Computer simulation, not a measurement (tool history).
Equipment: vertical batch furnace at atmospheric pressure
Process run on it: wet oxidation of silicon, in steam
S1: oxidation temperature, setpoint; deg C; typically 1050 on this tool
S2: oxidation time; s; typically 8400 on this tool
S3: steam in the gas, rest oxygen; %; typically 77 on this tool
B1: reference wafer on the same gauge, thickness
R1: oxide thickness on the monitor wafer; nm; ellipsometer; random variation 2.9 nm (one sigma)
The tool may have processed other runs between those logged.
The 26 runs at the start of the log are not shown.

{"run": 27, "hour": 1295.2, "S1": 1037, "S2": 8400, "S3": 77, "B1": 718.57, "R1": 705.84}
{"run": 28, "hour": 1366.6, "S1": 1026, "S2": 7230, "S3": 77, "B1": 718.61, "R1": 611.13}
{"run": 29, "hour": 1403.2, "S1": 1050, "S2": 8400, "S3": 77, "B1": 718.99, "R1": 747.46}
{"run": 30, "hour": 1474.0, "S1": 1050, "S2": 8400, "S3": 80, "B1": 718.81, "R1": 766.38}
{"run": 31, "hour": 1528.9, "S1": 1050, "S2": 8400, "S3": 77, "B1": 717.96, "R1": 748.07}
{"run": 32, "hour": 1578.4, "S1": 1058, "S2": 6870, "S3": 67, "B1": 720.51, "R1": 639.59}
{"run": 33, "hour": 1628.3, "S1": 1037, "S2": 4710, "S3": 68, "B1": 719.75, "R1": 464.64}
{"run": 34, "hour": 1674.7, "S1": 1050, "S2": 8400, "S3": 83, "B1": 718.96, "R1": 783.95}
{"run": 35, "hour": 1740.5, "S1": 1050, "S2": 7200, "S3": 87, "B1": 719.51, "R1": 736.97}
{"run": 36, "hour": 1788.7, "S1": 1050, "S2": 11820, "S3": 86, "B1": 719.39, "R1": 973.59}
{"run": 37, "hour": 1825.1, "S1": 1074, "S2": 10200, "S3": 66, "B1": 718.18, "R1": 848.38}
{"run": 38, "hour": 1887.8, "S1": 1050, "S2": 6270, "S3": 77, "B1": 719.64, "R1": 635.32}

Alternative continuations, all from the tool just after run 38; predict every row:
{"run": "A", "hour": 1893.5, "S1": 1050, "S2": 4920, "S3": 77, "B1": "?", "R1": "?"}
{"run": "B", "hour": 1893.5, "S1": 1050, "S2": 5520, "S3": 77, "B1": "?", "R1": "?"}
{"run": "C", "hour": 1893.5, "S1": 1035, "S2": 12030, "S3": 77, "B1": "?", "R1": "?"}
{"run": "D", "hour": 1893.5, "S1": 1050, "S2": 11010, "S3": 82, "B1": "?", "R1": "?"}

run=A B1=719.61 R1=547.57
run=B B1=719.61 R1=586.08
run=C B1=719.61 R1=859.80
run=D B1=719.61 R1=903.94
Stripped of hidden state, with their random variation kept, the same runs would have yielded:
run=A R1=547.57
run=B R1=586.08
run=C R1=859.80
run=D R1=903.94

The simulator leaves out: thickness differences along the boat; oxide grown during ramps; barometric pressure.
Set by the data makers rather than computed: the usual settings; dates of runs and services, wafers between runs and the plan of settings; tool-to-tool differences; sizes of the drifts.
